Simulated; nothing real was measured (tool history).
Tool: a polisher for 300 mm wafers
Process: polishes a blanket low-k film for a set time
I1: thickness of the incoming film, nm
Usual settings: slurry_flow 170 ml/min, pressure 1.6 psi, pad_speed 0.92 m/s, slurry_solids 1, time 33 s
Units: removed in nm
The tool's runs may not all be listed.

{"run": 1, "day": 0.0, "slurry_flow": 170, "pressure": 1.6, "pad_speed": 0.92, "slurry_solids": 1, "time": 33, "I1": 630.9, "removed": 10.3}
{"day": 0.288, "done": "slurry blender recalibrated"}
{"day": 4.162, "done": "head pressure recalibrated"}
{"run": 2, "day": 4.325, "slurry_flow": 170, "pressure": 1.6, "pad_speed": 0.92, "slurry_solids": 1, "time": 33, "I1": 629.2, "removed": 9.9}
{"run": 3, "day": 7.288, "slurry_flow": 170, "pressure": 1.6, "pad_speed": 0.92, "slurry_solids": 1, "time": 33, "I1": 654, "removed": 9.8}
{"run": 4, "day": 10.638, "slurry_flow": 195, "pressure": 1.6, "pad_speed": 0.92, "slurry_solids": 1, "time": 33, "I1": 637, "removed": 9.7}
{"day": 13.321, "done": "worn pad replaced by a new one"}
{"run": 5, "day": 14.012, "slurry_flow": 170, "pressure": 1.6, "pad_speed": 0.92, "slurry_solids": 0.8, "time": 33, "I1": 633.5, "removed": 8.9}
{"day": 14.162, "done": "conditioning disc replaced and pad reconditioned"}
{"run": 6, "day": 16.638, "slurry_flow": 170, "pressure": 1.6, "pad_speed": 0.92, "slurry_solids": 0.8, "time": 33, "I1": 645.9, "removed": 8.8}
{"day": 17.383, "done": "slurry blender recalibrated"}
{"run": 7, "day": 19.171, "slurry_flow": 170, "pressure": 1.6, "pad_speed": 0.92, "slurry_solids": 0.8, "time": 33, "I1": 639.3, "removed": 8.7}
{"run": 8, "day": 22.842, "slurry_flow": 215, "pressure": 1.6, "pad_speed": 0.92, "slurry_solids": 1.25, "time": 33, "I1": 635.6, "removed": 11.1}
{"day": 25.383, "done": "slurry nozzle cleaned"}
{"run": 9, "day": 25.479, "slurry_flow": 170, "pressure": 1.6, "pad_speed": 0.92, "slurry_solids": 1, "time": 33, "I1": 638.8, "removed": 9.5}
{"day": 26.317, "done": "conditioning disc replaced and pad reconditioned"}
{"day": 26.812, "done": "worn pad replaced by a new one"}
{"run": 10, "day": 27.688, "slurry_flow": 170, "pressure": 1.6, "pad_speed": 0.92, "slurry_solids": 1, "time": 33, "I1": 639.5, "removed": 10.5}
{"run": 11, "day": 30.162, "slurry_flow": 205, "pressure": 2.1, "pad_speed": 0.92, "slurry_solids": 1, "time": 33, "I1": 634.6, "removed": 13.9}
{"run": 12, "day": 32.988, "slurry_flow": 170, "pressure": 1.2, "pad_speed": 0.78, "slurry_solids": 1, "time": 33, "I1": 639.7, "removed": 7}
{"run": 13, "day": 35.096, "slurry_flow": 170, "pressure": 1.4, "pad_speed": 0.74, "slurry_solids": 1, "time": 33, "I1": 631.2, "removed": 7.8}
{"day": 35.629, "done": "slurry blender recalibrated"}
{"day": 36.046, "done": "head pressure recalibrated"}
{"run": 14, "day": 38.288, "slurry_flow": 170, "pressure": 2.1, "pad_speed": 0.92, "slurry_solids": 0.85, "time": 33, "I1": 630.5, "removed": 11.5}
{"day": 39.921, "done": "worn pad replaced by a new one"}
{"day": 40.067, "done": "conditioning disc replaced and pad reconditioned"}
{"run": 15, "day": 40.475, "slurry_flow": 170, "pressure": 1.6, "pad_speed": 0.92, "slurry_solids": 1, "time": 33, "I1": 650.1, "removed": 10.4}
{"run": 16, "day": 44.662, "slurry_flow": 215, "pressure": 1.6, "pad_speed": 0.92, "slurry_solids": 1.15, "time": 38, "I1": 641.3, "removed": 13.2}
{"run": 17, "day": 48.933, "slurry_flow": 170, "pressure": 1.6, "pad_speed": 1.14, "slurry_solids": 0.8, "time": 33, "I1": 635.1, "removed": 9.9}
{"day": 51.858, "done": "conditioning disc replaced and pad reconditioned"}
{"run": 18, "day": 52.125, "slurry_flow": 170, "pressure": 1.6, "pad_speed": 0.92, "slurry_solids": 1, "time": 33, "I1": 642, "removed": 9.7}
{"day": 53.358, "done": "slurry blender recalibrated"}
{"day": 53.908, "done": "worn pad replaced by a new one"}
{"day": 54.988, "done": "slurry nozzle cleaned"}
{"run": 19, "day": 56.238, "slurry_flow": 170, "pressure": 1.6, "pad_speed": 0.92, "slurry_solids": 0.9, "time": 33, "I1": 629.4, "removed": 9.6}

Run 20 comes next. What will it give?
{"run": 20, "day": 59.583, "slurry_flow": 170, "pressure": 1.6, "pad_speed": 0.92, "slurry_solids": 1, "time": 33, "I1": 639.6, "removed": "?"}

Run 20 gave removed 10.1 nm.
Without the tool's hidden state the same run would have given removed 10.5 nm.

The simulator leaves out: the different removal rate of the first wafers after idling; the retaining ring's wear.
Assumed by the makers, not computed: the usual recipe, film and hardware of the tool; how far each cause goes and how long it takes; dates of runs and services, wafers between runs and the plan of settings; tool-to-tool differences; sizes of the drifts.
